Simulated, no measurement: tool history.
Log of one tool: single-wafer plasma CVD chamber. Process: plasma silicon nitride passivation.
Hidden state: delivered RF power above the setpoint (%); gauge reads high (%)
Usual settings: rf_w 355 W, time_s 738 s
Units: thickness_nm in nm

run,hour,rf_w,time_s,wafers since the last listed run,hours since the last RF generator calibration,hours since the showerhead was replaced,hours since the gauge calibration,"read-back reference wafer on the same gauge, thickness_nm",thickness_nm
1,0,355,847,0,754.5,5435.7,112.5,1210.023,1149.049
2,11.9,355,847,20,766.4,5447.6,124.4,1209.888,1144.307
3,18.9,355,791,12,773.4,5454.6,131.4,1210.207,1070.934
4,26.6,355,738,13,781.1,5462.3,139.1,1210.029,997.3
5,43.4,355,738,28,797.9,5479.1,155.9,1209.814,995.443
6,50.9,355,738,12,805.4,5486.6,163.4,1209.842,999.122
7,59.3,355,738,14,813.8,5495,171.8,1210.12,998.856
8,66.3,335,738,12,820.8,5502,178.8,1209.932,981.55
# hour 66.9: gauge calibrated
9,94,320,840,47,848.5,5529.7,27.1,1209.704,1100.306
# hour 110.9: RF generator calibrated
10,111.4,410,698,16,0.5,5547.1,44.5,1209.874,971.88
11,121.5,355,738,17,10.6,5557.2,54.6,1210.398,984.043
# hour 132.2: showerhead replaced
# hour 135.9: RF generator calibrated, repeated, since the last time left the tool worse
12,136.4,420,605,5,0.5,4.2,69.5,1209.944,873.227
13,137.1,310,854,1,1.2,4.9,70.2,1209.752,1131.151
14,154.3,385,652,29,18.4,22.1,87.4,1210.301,917.747
15,162,355,825,13,26.1,29.8,95.1,1209.588,1132.377
16,177.9,355,738,27,42,45.7,111,1210.06,1014.608

The tool's hidden state at each run:
gauge reads high (%): 0 in every run
H1: delivered RF power above the setpoint (%)
run,H1
1,-5.43
2,-5.51
3,-5.56
4,-5.61
5,-5.73
6,-5.79
7,-5.85
8,-5.9
9,-6.09
10,-10.2
11,-10.3
12,-0.266
13,-0.271
14,-0.393
15,-0.448
16,-0.56

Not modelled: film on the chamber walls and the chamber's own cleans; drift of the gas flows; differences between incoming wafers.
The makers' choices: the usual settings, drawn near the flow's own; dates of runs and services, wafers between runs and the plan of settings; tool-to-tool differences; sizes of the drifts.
